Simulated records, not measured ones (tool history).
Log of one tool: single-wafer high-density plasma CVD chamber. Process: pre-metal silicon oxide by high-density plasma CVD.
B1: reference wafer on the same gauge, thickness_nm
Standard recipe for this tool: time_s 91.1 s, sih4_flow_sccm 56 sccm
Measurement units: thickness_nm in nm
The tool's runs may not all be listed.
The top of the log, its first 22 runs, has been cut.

{"run": 23, "hour": 1219.8, "time_s": 91.1, "sih4_flow_sccm": 62, "B1": 418.499, "thickness_nm": 528.909}
{"run": 24, "hour": 1263.3, "time_s": 91.1, "sih4_flow_sccm": 46, "B1": 418.799, "thickness_nm": 426.367}
{"run": 25, "hour": 1297.5, "time_s": 108.5, "sih4_flow_sccm": 53, "B1": 419.196, "thickness_nm": 559.357}
{"run": 26, "hour": 1322.4, "time_s": 91.1, "sih4_flow_sccm": 56, "B1": 419.418, "thickness_nm": 491.5}
{"run": 27, "hour": 1385.0, "time_s": 104.2, "sih4_flow_sccm": 63, "B1": 419.16, "thickness_nm": 613.093}
{"run": 28, "hour": 1426.1, "time_s": 91.1, "sih4_flow_sccm": 56, "B1": 418.813, "thickness_nm": 493.926}
{"run": 29, "hour": 1462.8, "time_s": 98.8, "sih4_flow_sccm": 62, "B1": 418.622, "thickness_nm": 576.678}
{"run": 30, "hour": 1505.3, "time_s": 85.3, "sih4_flow_sccm": 49, "B1": 420.022, "thickness_nm": 417.734}
{"run": 31, "hour": 1640.6, "time_s": 91.1, "sih4_flow_sccm": 56, "B1": 419.14, "thickness_nm": 494.86}
{"run": 32, "hour": 1711.3, "time_s": 109.2, "sih4_flow_sccm": 53, "B1": 419.083, "thickness_nm": 573.473}
{"run": 33, "hour": 1738.1, "time_s": 91.1, "sih4_flow_sccm": 56, "B1": 418.345, "thickness_nm": 496.252}
{"hour": 1745.6, "done": "gauge calibrated"}
{"run": 34, "hour": 1771.3, "time_s": 83.4, "sih4_flow_sccm": 59, "B1": 418.331, "thickness_nm": 472.853}
{"run": 35, "hour": 1824.6, "time_s": 96.6, "sih4_flow_sccm": 48, "B1": 419.43, "thickness_nm": 468.974}
{"run": 36, "hour": 1856.8, "time_s": 91.1, "sih4_flow_sccm": 47, "B1": 419.29, "thickness_nm": 435.216}
{"run": 37, "hour": 2022.7, "time_s": 78.1, "sih4_flow_sccm": 56, "B1": 420.148, "thickness_nm": 423.377}
{"run": 38, "hour": 2054.5, "time_s": 82.3, "sih4_flow_sccm": 51, "B1": 419.781, "thickness_nm": 416.45}
{"run": 39, "hour": 2110.6, "time_s": 81.6, "sih4_flow_sccm": 56, "B1": 418.692, "thickness_nm": 446.991}
{"run": 40, "hour": 2137.5, "time_s": 91.1, "sih4_flow_sccm": 56, "B1": 419.261, "thickness_nm": 497.843}
{"run": 41, "hour": 2173.2, "time_s": 107.0, "sih4_flow_sccm": 60, "B1": 419.761, "thickness_nm": 620.448}
{"run": 42, "hour": 2237.1, "time_s": 79.0, "sih4_flow_sccm": 50, "B1": 418.697, "thickness_nm": 397.68}
{"run": 43, "hour": 2285.0, "time_s": 91.1, "sih4_flow_sccm": 56, "B1": 419.7, "thickness_nm": 498.65}
{"run": 44, "hour": 2355.9, "time_s": 81.2, "sih4_flow_sccm": 66, "B1": 419.432, "thickness_nm": 507.964}

3 options for the next run, each taken on its own from the tool as it stands now. Forecast them:
{"run": "A", "hour": 2356.3, "time_s": 80.3, "sih4_flow_sccm": 56, "B1": "?", "thickness_nm": "?"}
{"run": "B", "hour": 2356.3, "time_s": 83.2, "sih4_flow_sccm": 61, "B1": "?", "thickness_nm": "?"}
{"run": "C", "hour": 2356.3, "time_s": 91.1, "sih4_flow_sccm": 65, "B1": "?", "thickness_nm": "?"}

run=A B1=419.687 thickness_nm=439.693
run=B B1=419.687 thickness_nm=486.016
run=C B1=419.687 thickness_nm=558.832
Without the tool's hidden state the same runs would have given:
run=A thickness_nm=431.468
run=B thickness_nm=476.925
run=C thickness_nm=548.379

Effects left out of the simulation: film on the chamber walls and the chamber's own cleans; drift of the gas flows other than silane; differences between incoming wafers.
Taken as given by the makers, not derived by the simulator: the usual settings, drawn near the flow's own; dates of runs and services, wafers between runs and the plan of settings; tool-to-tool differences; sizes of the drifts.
